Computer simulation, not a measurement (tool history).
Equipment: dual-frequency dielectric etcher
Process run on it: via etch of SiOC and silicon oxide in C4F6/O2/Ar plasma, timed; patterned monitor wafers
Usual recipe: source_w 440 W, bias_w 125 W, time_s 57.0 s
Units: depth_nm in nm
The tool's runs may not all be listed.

run     day  source_w  bias_w  time_s  read-back reference wafer on the same gauge, depth_nm  depth_nm
  1   0.000       440     107    57.0                                                   57.7      50.4
  2   1.196       440     107    57.0                                                   57.7      50.7
  3   3.458       440     107    57.0                                                   57.7      50.3
  4   4.996       440     125    64.5                                                   57.7      61.2
      7.550  -- wet clean of the chamber
  5   7.571       440     125    64.5                                                   57.7      63.5
  6   9.262       440     125    64.5                                                   57.7      62.5
      9.562  -- gauge calibrated
  7  11.225       410     125    57.0                                                   57.7      54.6
  8  20.075       410     125    57.0                                                   57.7      53.3
  9  21.654       440     125    52.0                                                   57.7      49.8
     25.317  -- upper electrode replaced
 10  25.338       410      98    52.0                                                   57.7      43.0
 11  27.304       440     149    48.5                                                   57.7      49.9
 12  28.350       440     148    57.0                                                   57.7      58.3
     33.454  -- wet clean of the chamber
 13  37.021       360     148    51.0                                                   57.7      50.8
     37.975  -- source power generator calibrated
 14  39.246       440     125    57.0                                                   57.7      55.4
 15  40.958       440     125    70.5                                                   57.8      68.4
     42.742  -- bias power generator calibrated
 16  43.671       440     125    57.0                                                   57.7      55.2
 17  44.908       440     125    57.0                                                   57.7      54.9
 18  46.154       440     125    57.0                                                   57.7      55.6
 19  48.883       440     125    57.0                                                   57.7      54.9
 20  51.275       440     125    40.0                                                   57.7      38.5
 21  52.417       440     125    57.0                                                   57.7      54.4
 22  53.592       350      98    64.5                                                   57.7      51.5
 23  56.383       550     105    43.5                                                   57.8      40.8
     58.212  -- wet clean of the chamber
 24  58.233       390     125    44.0                                                   57.7      41.8
 25  60.304       440     125    57.0                                                   57.6      55.7
 26  61.367       550     138    41.5                                                   57.7      45.2
 27  63.129       440     125    57.0                                                   57.7      55.4
 28  64.479       540     112    42.5                                                   57.7      41.4
 29  66.667       440     125    74.0                                                   57.7      71.5

Pick out some run-to-run changes in depth_nm. Of each, how much would a tool without hidden state show as well, from the settings, what came in and chance, and how much is left for the hidden state and any gauge scatter not in both results compared?
The hidden state here: etch rate over this chamber's usual, %; source power that arrives over what is set, %; bias power that arrives over what is set, %; gauge reads high (%).
Run 4 -> 5: wet clean of the chamber. depth_nm +2.3 nm: hidden state +1.6, all else +0.7.
Run 12 -> 13: source_w 440 -> 360, time_s 57.0 -> 51.0, wet clean of the chamber. depth_nm -7.5 nm: hidden state +2.2, all else -9.7.
Run 19 -> 20: time_s 57.0 -> 40.0. depth_nm -16.4 nm: hidden state +0.3, all else -16.7.
Run 28 -> 29: source_w 540 -> 440, bias_w 112 -> 125, time_s 42.5 -> 74.0. depth_nm +30.1 nm: hidden state -0.6, all else +30.7.

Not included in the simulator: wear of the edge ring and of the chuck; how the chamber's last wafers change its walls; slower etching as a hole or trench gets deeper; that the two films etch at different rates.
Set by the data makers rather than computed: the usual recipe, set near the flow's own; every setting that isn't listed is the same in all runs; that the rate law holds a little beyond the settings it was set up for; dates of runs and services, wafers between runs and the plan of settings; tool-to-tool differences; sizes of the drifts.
